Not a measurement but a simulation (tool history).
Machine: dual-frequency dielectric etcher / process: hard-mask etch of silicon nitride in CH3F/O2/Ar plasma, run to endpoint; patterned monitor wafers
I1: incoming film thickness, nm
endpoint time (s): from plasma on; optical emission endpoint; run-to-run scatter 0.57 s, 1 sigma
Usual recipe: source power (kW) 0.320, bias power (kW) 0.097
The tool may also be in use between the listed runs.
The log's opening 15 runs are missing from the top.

Run 16, hour 361.5: usual settings but source power (kW) 0.270; I1 47.47. Result: endpoint time (s) 81.0.
Run 17, hour 391.0: usual settings but bias power (kW) 0.117; I1 47.76. Result: endpoint time (s) 68.6.
Run 18, hour 410.5: usual settings but source power (kW) 0.380, bias power (kW) 0.106; I1 47.77. Result: endpoint time (s) 67.3.
Run 19, hour 426.6: usual settings; I1 47.90. Result: endpoint time (s) 76.7.
Run 20, hour 447.6: usual settings; I1 47.73. Result: endpoint time (s) 76.0.
Run 21, hour 463.3: usual settings but source power (kW) 0.250, bias power (kW) 0.119; I1 47.65. Result: endpoint time (s) 74.5.
Run 22, hour 496.3: usual settings; I1 47.92. Result: endpoint time (s) 76.3.
Run 23, hour 509.9: usual settings but source power (kW) 0.340, bias power (kW) 0.105; I1 48.27. Result: endpoint time (s) 70.8.
Run 24, hour 528.5: usual settings but source power (kW) 0.250; I1 47.77. Result: endpoint time (s) 84.3.
Run 25, hour 559.4: usual settings but bias power (kW) 0.085; I1 48.29. Result: endpoint time (s) 82.1.
Run 26, hour 594.7: usual settings but source power (kW) 0.370, bias power (kW) 0.091; I1 47.83. Result: endpoint time (s) 72.9.
Run 27, hour 618.3: usual settings but bias power (kW) 0.119; I1 47.83. Result: endpoint time (s) 66.9.
Run 28, hour 642.7: usual settings but source power (kW) 0.370, bias power (kW) 0.113; I1 48.33. Result: endpoint time (s) 64.5.
Run 29, hour 656.3: usual settings but source power (kW) 0.350, bias power (kW) 0.118; I1 47.51. Result: endpoint time (s) 64.2.
At hour 690.2: wet clean of the chamber.
Run 30, hour 690.7: usual settings; I1 48.34. Result: endpoint time (s) 77.4.
Run 31, hour 691.0: usual settings but source power (kW) 0.240, bias power (kW) 0.110; I1 47.84. Result: endpoint time (s) 80.1.
Run 32, hour 704.5: usual settings but bias power (kW) 0.109; I1 47.53. Result: endpoint time (s) 71.6.
Run 33, hour 721.3: usual settings but bias power (kW) 0.121; I1 48.04. Result: endpoint time (s) 68.4.
Run 34, hour 740.8: usual settings; I1 47.75. Result: endpoint time (s) 76.3.
Run 35, hour 806.9: usual settings but bias power (kW) 0.089; I1 48.10. Result: endpoint time (s) 79.3.

Each row is a separate what-if for the run after 35, all from the same tool condition, not one after another. Results?
Run A, hour 807.3: usual settings but bias power (kW) 0.115; I1 47.97. Result: endpoint time (s) ?.
Run B, hour 807.3: usual settings but source power (kW) 0.400; I1 47.97. Result: endpoint time (s) ?.
Run C, hour 807.3: usual settings but source power (kW) 0.370, bias power (kW) 0.115; I1 47.97. Result: endpoint time (s) ?.
Run D, hour 807.3: usual settings but source power (kW) 0.380, bias power (kW) 0.075; I1 47.97. Result: endpoint time (s) ?.

run  endpoint time (s)
  A               69.9
  B               70.5
  C               66.0
  D               84.2
With the hidden condition removed and each run's random variation left untouched, the same runs would have given:
run  endpoint time (s)
  A               70.3
  B               70.8
  C               66.3
  D               84.7
